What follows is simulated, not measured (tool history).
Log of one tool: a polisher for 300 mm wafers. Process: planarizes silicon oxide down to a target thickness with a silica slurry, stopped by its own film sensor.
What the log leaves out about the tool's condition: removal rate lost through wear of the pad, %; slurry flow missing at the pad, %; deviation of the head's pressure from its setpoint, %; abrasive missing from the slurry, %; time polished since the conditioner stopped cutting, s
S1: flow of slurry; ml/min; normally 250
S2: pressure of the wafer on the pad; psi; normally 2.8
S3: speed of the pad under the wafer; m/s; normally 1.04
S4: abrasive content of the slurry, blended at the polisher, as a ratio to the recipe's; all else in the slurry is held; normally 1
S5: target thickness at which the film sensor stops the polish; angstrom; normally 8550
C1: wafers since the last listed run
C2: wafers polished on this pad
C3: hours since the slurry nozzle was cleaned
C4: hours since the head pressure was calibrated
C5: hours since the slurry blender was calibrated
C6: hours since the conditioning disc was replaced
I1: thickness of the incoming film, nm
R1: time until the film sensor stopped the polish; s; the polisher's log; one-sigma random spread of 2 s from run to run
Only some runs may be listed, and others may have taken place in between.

run   hour   S1   S2    S3    S4    S5   C1    C2     C3      C4     C5     C6      I1     R1
  1      0  250  2.8  1.04   0.9  8550    0  1068    6.1  1290.5   92.5  237.7  1062.4  127.7
  2   23.1  250  2.8  1.04   0.9  8550  252  1321   29.2  1313.6  115.6  260.8  1057.6    126
  3   44.2  250  2.8  1.04   0.9  8550  231  1552   50.3  1334.7  136.7  281.9  1038.1  119.2
      48.2  -- head pressure recalibrated
  4   78.8  250  2.8  1.04  0.85  8550  356  1909   84.9    30.6  171.3  316.5  1056.2    133
  5  106.7  310  2.8  1.22     1  8550  305  2214  112.8    58.5  199.2  344.4  1051.3  102.8
     123.6  -- worn pad replaced by a new one
  6  130.5  250  2.8  1.04     1  8550  216    75  136.6    82.3    223  368.2  1058.5  123.9
  7  157.3  215  2.1  1.04     1  8550  293   369  163.4   109.1  249.8    395  1045.8  148.4
  8  182.4  250    3  1.04     1  8550  274   644  188.5   134.2  274.9  420.1  1044.7    109
  9  207.1  250  2.8  1.04     1  8550  270   914  213.2   158.9  299.6  444.8  1036.8  113.1
 10  232.5  250  3.5  1.04     1  8550  278  1192  238.6   184.3    325  470.2  1043.3   93.6
 11  262.1  250  2.8   1.4     1  8550  324  1517  268.2   213.9  354.6  499.8  1055.8  103.5
 12  291.7  250  2.8  1.04     1  8550  324  1841  297.8   243.5  384.2  529.4  1039.6  117.2
     297.3  -- slurry blender recalibrated
 13  325.3  250  2.8  1.04   0.9  8740  346  2187  331.4   277.1     28    563  1061.3  124.4
     336.7  -- conditioning disc replaced and pad reconditioned
 14  338.9  250  3.6  1.04     1  8550  127  2314    345   290.7   41.6    2.2  1052.2   82.7
       348  -- slurry nozzle cleaned
 15  366.1  195  2.8  1.04     1  8550  286  2601   18.1   317.9   68.8   29.4    1072  123.5
     370.9  -- worn pad replaced by a new one
 16  393.8  170  3.4  1.04     1  8550  259   251   45.8   345.6   96.5   57.1  1053.6  101.5
 17  406.2  250  2.8  1.04     1  8550  135   386   58.2     358  108.9   69.5    1038  103.8
 18  428.7  250  2.1  1.04     1  8350  246   633   80.7   380.5  131.4     92  1053.1  162.9
 19  457.5  250  3.1   0.8   0.9  8550  315   948  109.5   409.3  160.2  120.8  1062.4  139.7
 20  490.3  250  2.8  1.04     1  8550  359  1307  142.3   442.1    193  153.6  1060.2  119.7
 21  511.5  300  2.8  0.94  0.85  8550  232  1540  163.5   463.3  214.2  174.8  1054.4    136
 22  536.4  250  2.3  1.22     1  8550  272  1812  188.4   488.2  239.1  199.7  1055.9  126.9
 23  553.8  330  2.8  1.04     1  9090  190  2003  205.8   505.6  256.5  217.1  1069.4   96.9

Predict the results of run 24:
     579.3  -- worn pad replaced by a new one
 24  602.7  250  2.3  1.04  0.85  8550  491  256  254.7  554.5  305.4  266  1046.3   ?

For run 24 the tool returned R1 150.3 s.
With no hidden state in the tool, this same run would have given R1 131.6 s.
